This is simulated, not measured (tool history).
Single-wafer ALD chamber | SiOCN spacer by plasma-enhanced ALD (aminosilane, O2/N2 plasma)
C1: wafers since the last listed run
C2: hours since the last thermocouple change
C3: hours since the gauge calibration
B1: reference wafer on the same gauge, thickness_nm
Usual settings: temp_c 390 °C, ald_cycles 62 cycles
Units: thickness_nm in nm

{"run": 1, "hour": 0.0, "temp_c": 390, "ald_cycles": 62, "C1": 0, "C2": 883.2, "C3": 212.9, "B1": 3.991, "thickness_nm": 3.494}
{"run": 2, "hour": 46.7, "temp_c": 382, "ald_cycles": 62, "C1": 127, "C2": 929.9, "C3": 259.6, "B1": 3.991, "thickness_nm": 3.477}
{"run": 3, "hour": 88.0, "temp_c": 390, "ald_cycles": 62, "C1": 112, "C2": 971.2, "C3": 300.9, "B1": 3.986, "thickness_nm": 3.478}
{"run": 4, "hour": 147.4, "temp_c": 379, "ald_cycles": 58, "C1": 161, "C2": 1030.6, "C3": 360.3, "B1": 3.992, "thickness_nm": 3.266}
{"run": 5, "hour": 215.9, "temp_c": 379, "ald_cycles": 58, "C1": 186, "C2": 1099.1, "C3": 428.8, "B1": 3.991, "thickness_nm": 3.252}
{"run": 6, "hour": 262.8, "temp_c": 390, "ald_cycles": 62, "C1": 127, "C2": 1146.0, "C3": 475.7, "B1": 3.988, "thickness_nm": 3.49}
{"run": 7, "hour": 301.9, "temp_c": 390, "ald_cycles": 57, "C1": 106, "C2": 1185.1, "C3": 514.8, "B1": 3.991, "thickness_nm": 3.204}
{"run": 8, "hour": 356.3, "temp_c": 390, "ald_cycles": 57, "C1": 147, "C2": 1239.5, "C3": 569.2, "B1": 3.991, "thickness_nm": 3.204}
{"run": 9, "hour": 394.9, "temp_c": 390, "ald_cycles": 57, "C1": 105, "C2": 1278.1, "C3": 607.8, "B1": 3.992, "thickness_nm": 3.206}
{"run": 10, "hour": 426.9, "temp_c": 400, "ald_cycles": 71, "C1": 87, "C2": 1310.1, "C3": 639.8, "B1": 3.99, "thickness_nm": 3.988}
{"run": 11, "hour": 454.2, "temp_c": 400, "ald_cycles": 71, "C1": 74, "C2": 1337.4, "C3": 667.1, "B1": 3.99, "thickness_nm": 3.985}
{"run": 12, "hour": 501.5, "temp_c": 400, "ald_cycles": 71, "C1": 128, "C2": 1384.7, "C3": 714.4, "B1": 3.993, "thickness_nm": 4.01}
{"run": 13, "hour": 526.8, "temp_c": 390, "ald_cycles": 53, "C1": 68, "C2": 1410.0, "C3": 739.7, "B1": 3.995, "thickness_nm": 2.991}
{"run": 14, "hour": 552.0, "temp_c": 390, "ald_cycles": 53, "C1": 68, "C2": 1435.2, "C3": 764.9, "B1": 3.987, "thickness_nm": 2.981}
{"run": 15, "hour": 624.0, "temp_c": 398, "ald_cycles": 66, "C1": 195, "C2": 1507.2, "C3": 836.9, "B1": 3.989, "thickness_nm": 3.704}
{"run": 16, "hour": 648.1, "temp_c": 390, "ald_cycles": 62, "C1": 65, "C2": 1531.3, "C3": 861.0, "B1": 3.99, "thickness_nm": 3.478}
{"run": 17, "hour": 677.6, "temp_c": 390, "ald_cycles": 62, "C1": 80, "C2": 1560.8, "C3": 890.5, "B1": 3.987, "thickness_nm": 3.48}
{"run": 18, "hour": 708.3, "temp_c": 390, "ald_cycles": 62, "C1": 83, "C2": 1591.5, "C3": 921.2, "B1": 3.991, "thickness_nm": 3.488}
{"run": 19, "hour": 767.7, "temp_c": 390, "ald_cycles": 62, "C1": 161, "C2": 1650.9, "C3": 980.6, "B1": 3.986, "thickness_nm": 3.486}
{"hour": 796.3, "done": "thermocouple changed; heater temperature recalibrated"}
{"run": 20, "hour": 982.1, "temp_c": 390, "ald_cycles": 62, "C1": 561, "C2": 185.8, "C3": 1195.0, "B1": 3.989, "thickness_nm": 3.47}
{"run": 21, "hour": 1039.1, "temp_c": 390, "ald_cycles": 62, "C1": 155, "C2": 242.8, "C3": 1252.0, "B1": 3.991, "thickness_nm": 3.487}
{"run": 22, "hour": 1109.0, "temp_c": 385, "ald_cycles": 62, "C1": 190, "C2": 312.7, "C3": 1321.9, "B1": 3.994, "thickness_nm": 3.483}
{"run": 23, "hour": 1165.0, "temp_c": 390, "ald_cycles": 53, "C1": 152, "C2": 368.7, "C3": 1377.9, "B1": 3.987, "thickness_nm": 2.975}
{"hour": 1192.5, "done": "gauge calibrated"}
{"run": 24, "hour": 1208.2, "temp_c": 390, "ald_cycles": 62, "C1": 117, "C2": 411.9, "C3": 15.7, "B1": 3.991, "thickness_nm": 3.487}
{"run": 25, "hour": 1243.1, "temp_c": 403, "ald_cycles": 72, "C1": 94, "C2": 446.8, "C3": 50.6, "B1": 3.988, "thickness_nm": 4.032}
{"run": 26, "hour": 1308.1, "temp_c": 390, "ald_cycles": 67, "C1": 176, "C2": 511.8, "C3": 115.6, "B1": 3.992, "thickness_nm": 3.772}
{"run": 27, "hour": 1339.5, "temp_c": 381, "ald_cycles": 67, "C1": 85, "C2": 543.2, "C3": 147.0, "B1": 3.997, "thickness_nm": 3.756}
{"run": 28, "hour": 1409.4, "temp_c": 390, "ald_cycles": 53, "C1": 190, "C2": 613.1, "C3": 216.9, "B1": 3.989, "thickness_nm": 2.977}
{"run": 29, "hour": 1472.5, "temp_c": 399, "ald_cycles": 65, "C1": 171, "C2": 676.2, "C3": 280.0, "B1": 3.989, "thickness_nm": 3.652}
{"run": 30, "hour": 1505.4, "temp_c": 376, "ald_cycles": 69, "C1": 89, "C2": 709.1, "C3": 312.9, "B1": 3.987, "thickness_nm": 3.875}
{"run": 31, "hour": 1570.5, "temp_c": 390, "ald_cycles": 62, "C1": 177, "C2": 774.2, "C3": 378.0, "B1": 3.99, "thickness_nm": 3.483}
{"run": 32, "hour": 1623.8, "temp_c": 397, "ald_cycles": 73, "C1": 145, "C2": 827.5, "C3": 431.3, "B1": 3.987, "thickness_nm": 4.103}
{"run": 33, "hour": 1665.7, "temp_c": 401, "ald_cycles": 52, "C1": 113, "C2": 869.4, "C3": 473.2, "B1": 3.994, "thickness_nm": 2.93}
{"run": 34, "hour": 1734.7, "temp_c": 390, "ald_cycles": 66, "C1": 187, "C2": 938.4, "C3": 542.2, "B1": 3.988, "thickness_nm": 3.712}
{"run": 35, "hour": 1759.4, "temp_c": 404, "ald_cycles": 62, "C1": 67, "C2": 963.1, "C3": 566.9, "B1": 3.994, "thickness_nm": 3.473}
{"run": 36, "hour": 1807.7, "temp_c": 390, "ald_cycles": 68, "C1": 131, "C2": 1011.4, "C3": 615.2, "B1": 3.993, "thickness_nm": 3.818}
{"run": 37, "hour": 1866.2, "temp_c": 383, "ald_cycles": 62, "C1": 159, "C2": 1069.9, "C3": 673.7, "B1": 3.988, "thickness_nm": 3.476}
{"run": 38, "hour": 1922.4, "temp_c": 390, "ald_cycles": 62, "C1": 152, "C2": 1126.1, "C3": 729.9, "B1": 3.99, "thickness_nm": 3.487}
{"run": 39, "hour": 1949.0, "temp_c": 404, "ald_cycles": 52, "C1": 72, "C2": 1152.7, "C3": 756.5, "B1": 3.992, "thickness_nm": 2.911}
{"run": 40, "hour": 1976.4, "temp_c": 384, "ald_cycles": 65, "C1": 74, "C2": 1180.1, "C3": 783.9, "B1": 3.988, "thickness_nm": 3.631}
{"run": 41, "hour": 2017.3, "temp_c": 379, "ald_cycles": 71, "C1": 111, "C2": 1221.0, "C3": 824.8, "B1": 3.993, "thickness_nm": 3.972}
{"run": 42, "hour": 2064.7, "temp_c": 390, "ald_cycles": 62, "C1": 128, "C2": 1268.4, "C3": 872.2, "B1": 3.997, "thickness_nm": 3.482}

The tool's hidden state at each run:
wafer temperature above the value expected at the setpoint (K): 0 in every run
gauge reads high (%): 0 in every run

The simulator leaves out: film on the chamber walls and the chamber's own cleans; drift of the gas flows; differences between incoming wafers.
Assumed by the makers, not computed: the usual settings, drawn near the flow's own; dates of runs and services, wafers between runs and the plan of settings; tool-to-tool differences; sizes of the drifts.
